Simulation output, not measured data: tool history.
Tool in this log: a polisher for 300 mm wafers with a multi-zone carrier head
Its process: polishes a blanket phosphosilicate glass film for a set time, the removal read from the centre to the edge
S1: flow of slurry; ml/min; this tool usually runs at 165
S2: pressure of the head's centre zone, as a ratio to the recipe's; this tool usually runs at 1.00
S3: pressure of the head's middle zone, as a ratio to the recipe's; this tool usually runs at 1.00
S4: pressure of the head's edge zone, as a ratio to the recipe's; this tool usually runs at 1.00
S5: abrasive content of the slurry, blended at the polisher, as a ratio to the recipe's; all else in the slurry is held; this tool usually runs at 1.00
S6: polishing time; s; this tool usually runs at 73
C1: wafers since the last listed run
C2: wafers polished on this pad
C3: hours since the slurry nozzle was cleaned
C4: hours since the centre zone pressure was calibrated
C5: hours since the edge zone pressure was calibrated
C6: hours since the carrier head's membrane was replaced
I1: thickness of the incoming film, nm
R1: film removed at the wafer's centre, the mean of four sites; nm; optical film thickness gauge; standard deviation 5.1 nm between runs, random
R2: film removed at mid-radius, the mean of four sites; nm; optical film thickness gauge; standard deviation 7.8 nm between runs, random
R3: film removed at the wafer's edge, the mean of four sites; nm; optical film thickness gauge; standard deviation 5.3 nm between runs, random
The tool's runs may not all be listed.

| run | hour | S1 | S2 | S3 | S4 | S5 | S6 | C1 | C2 | C3 | C4 | C5 | C6 | I1 | R1 | R2 | R3 |
|---|---|---|---|---|---|---|---|---|---|---|---|---|---|---|---|---|---|
| 1 | 0.0 | 165 | 1.00 | 1.00 | 1.00 | 1.00 | 73 | 0 | 2076 | 431.8 | 441.6 | 354.2 | 680.3 | 2312.0 | 582.3 | 639.5 | 641.5 |
|  | 5.3 | centre zone pressure recalibrated, repeated, since the last time left the tool worse |
| 2 | 72.9 | 165 | 1.00 | 1.00 | 1.00 | 1.00 | 73 | 954 | 3030 | 504.7 | 67.6 | 427.1 | 753.2 | 2292.2 | 666.1 | 650.5 | 643.4 |
| 3 | 144.3 | 165 | 1.00 | 1.07 | 1.00 | 1.00 | 73 | 961 | 3991 | 576.1 | 139.0 | 498.5 | 824.6 | 2319.1 | 663.8 | 656.5 | 644.3 |
|  | 166.0 | slurry nozzle cleaned |
| 4 | 250.5 | 165 | 1.00 | 1.00 | 1.00 | 1.00 | 88 | 1416 | 5408 | 84.5 | 245.2 | 604.7 | 930.8 | 2283.2 | 785.0 | 756.2 | 787.7 |
|  | 317.5 | worn pad replaced by a new one |
|  | 319.5 | carrier head's membrane replaced by a new one |
| 5 | 327.9 | 165 | 1.00 | 1.00 | 1.00 | 1.00 | 88 | 961 | 113 | 161.9 | 322.6 | 682.1 | 8.4 | 2303.6 | 780.8 | 764.0 | 774.8 |
| 6 | 403.5 | 165 | 1.00 | 1.00 | 1.00 | 1.00 | 91 | 1017 | 1130 | 237.5 | 398.2 | 757.7 | 84.0 | 2293.1 | 804.0 | 793.8 | 797.9 |
|  | 428.1 | edge zone pressure recalibrated |
| 7 | 510.2 | 165 | 1.06 | 1.09 | 1.09 | 1.00 | 61 | 1409 | 2540 | 344.2 | 504.9 | 82.1 | 190.7 | 2276.3 | 568.7 | 561.7 | 570.3 |
|  | 639.6 | centre zone pressure recalibrated |
| 8 | 683.0 | 165 | 1.00 | 1.06 | 1.00 | 1.00 | 50 | 2299 | 4839 | 517.0 | 43.4 | 254.9 | 363.5 | 2291.6 | 458.0 | 457.8 | 441.8 |
|  | 709.3 | slurry nozzle cleaned |
| 9 | 852.8 | 165 | 1.00 | 1.00 | 1.00 | 1.00 | 73 | 2272 | 7112 | 143.5 | 213.2 | 424.7 | 533.3 | 2319.0 | 654.3 | 631.7 | 654.1 |
| 10 | 922.2 | 165 | 1.00 | 1.00 | 1.00 | 1.00 | 73 | 934 | 8046 | 212.9 | 282.6 | 494.1 | 602.7 | 2322.3 | 649.3 | 621.2 | 652.5 |
|  | 938.8 | worn pad replaced by a new one |
| 11 | 960.0 | 140 | 1.00 | 1.00 | 1.00 | 1.00 | 97 | 455 | 285 | 250.7 | 320.4 | 531.9 | 640.5 | 2306.8 | 830.3 | 827.6 | 837.9 |
|  | 1174.7 | edge zone pressure recalibrated |
| 12 | 1211.3 | 165 | 1.00 | 1.00 | 1.00 | 1.00 | 73 | 3356 | 3641 | 502.0 | 571.7 | 36.6 | 891.8 | 2258.4 | 645.6 | 645.2 | 634.3 |
| 13 | 1248.7 | 165 | 1.00 | 1.00 | 1.00 | 1.00 | 73 | 503 | 4144 | 539.4 | 609.1 | 74.0 | 929.2 | 2298.3 | 636.5 | 643.3 | 648.0 |
|  | 1255.1 | carrier head's membrane replaced by a new one |
|  | 1302.4 | slurry nozzle cleaned |
| 14 | 1338.4 | 140 | 0.96 | 1.09 | 1.00 | 0.80 | 73 | 1126 | 5271 | 36.0 | 698.8 | 163.7 | 83.3 | 2320.8 | 556.5 | 598.4 | 596.0 |
| 15 | 1409.5 | 165 | 1.00 | 1.07 | 1.00 | 1.00 | 73 | 957 | 6228 | 107.1 | 769.9 | 234.8 | 154.4 | 2328.7 | 635.1 | 662.1 | 648.5 |
|  | 1440.1 | worn pad replaced by a new one |
|  | 1476.6 | centre zone pressure recalibrated |
| 16 | 1480.6 | 165 | 1.00 | 1.00 | 1.00 | 1.15 | 73 | 876 | 518 | 178.2 | 4.0 | 305.9 | 225.5 | 2308.7 | 691.3 | 674.4 | 673.3 |
| 17 | 1538.3 | 165 | 0.91 | 0.90 | 0.88 | 1.00 | 91 | 776 | 1295 | 235.9 | 61.7 | 363.6 | 283.2 | 2266.0 | 749.4 | 760.6 | 758.6 |
| 18 | 1585.3 | 215 | 0.92 | 1.00 | 1.09 | 1.00 | 60 | 632 | 1928 | 282.9 | 108.7 | 410.6 | 330.2 | 2294.8 | 517.7 | 545.9 | 571.8 |
| 19 | 1629.2 | 215 | 0.92 | 1.00 | 1.09 | 1.00 | 60 | 590 | 2519 | 326.8 | 152.6 | 454.5 | 374.1 | 2340.1 | 515.2 | 544.5 | 569.0 |
| 20 | 1713.5 | 190 | 1.00 | 1.06 | 1.10 | 1.00 | 73 | 1134 | 3654 | 411.1 | 236.9 | 538.8 | 458.4 | 2283.8 | 666.7 | 671.0 | 692.2 |
| 21 | 1763.9 | 110 | 1.00 | 1.00 | 1.09 | 1.00 | 73 | 678 | 4332 | 461.5 | 287.3 | 589.2 | 508.8 | 2311.9 | 571.6 | 586.9 | 631.8 |
|  | 1794.5 | slurry nozzle cleaned |
| 22 | 1810.7 | 165 | 1.00 | 0.91 | 1.00 | 1.00 | 73 | 616 | 4949 | 16.2 | 334.1 | 636.0 | 555.6 | 2304.6 | 637.1 | 615.9 | 655.1 |

The logged runs with the hidden state left out (each run's random variation unchanged):
What the log doesn't record here: removal rate lost through wear of the pad, %; slurry flow missing at the pad, %; deviation of the centre zone's pressure from its setpoint, %; deviation of the edge zone's pressure from its setpoint, %.
| run | R1 |
|---|---|
| 1 | 661.0 |
| 2 | 668.6 |
| 3 | 672.4 |
| 4 | 802.7 |
| 5 | 802.3 |
| 6 | 828.9 |
| 7 | 588.1 |
| 8 | 459.8 |
| 9 | 670.1 |
| 10 | 668.3 |
| 11 | 856.4 |
| 12 | 671.5 |
| 13 | 662.5 |
| 14 | 580.0 |
| 15 | 662.3 |
| 16 | 696.1 |
| 17 | 762.2 |
| 18 | 530.0 |
| 19 | 530.1 |
| 20 | 691.1 |
| 21 | 594.5 |
| 22 | 664.4 |
R2: at most 0.4 nm away from the measurement, every run.
R3: as measured in every run.

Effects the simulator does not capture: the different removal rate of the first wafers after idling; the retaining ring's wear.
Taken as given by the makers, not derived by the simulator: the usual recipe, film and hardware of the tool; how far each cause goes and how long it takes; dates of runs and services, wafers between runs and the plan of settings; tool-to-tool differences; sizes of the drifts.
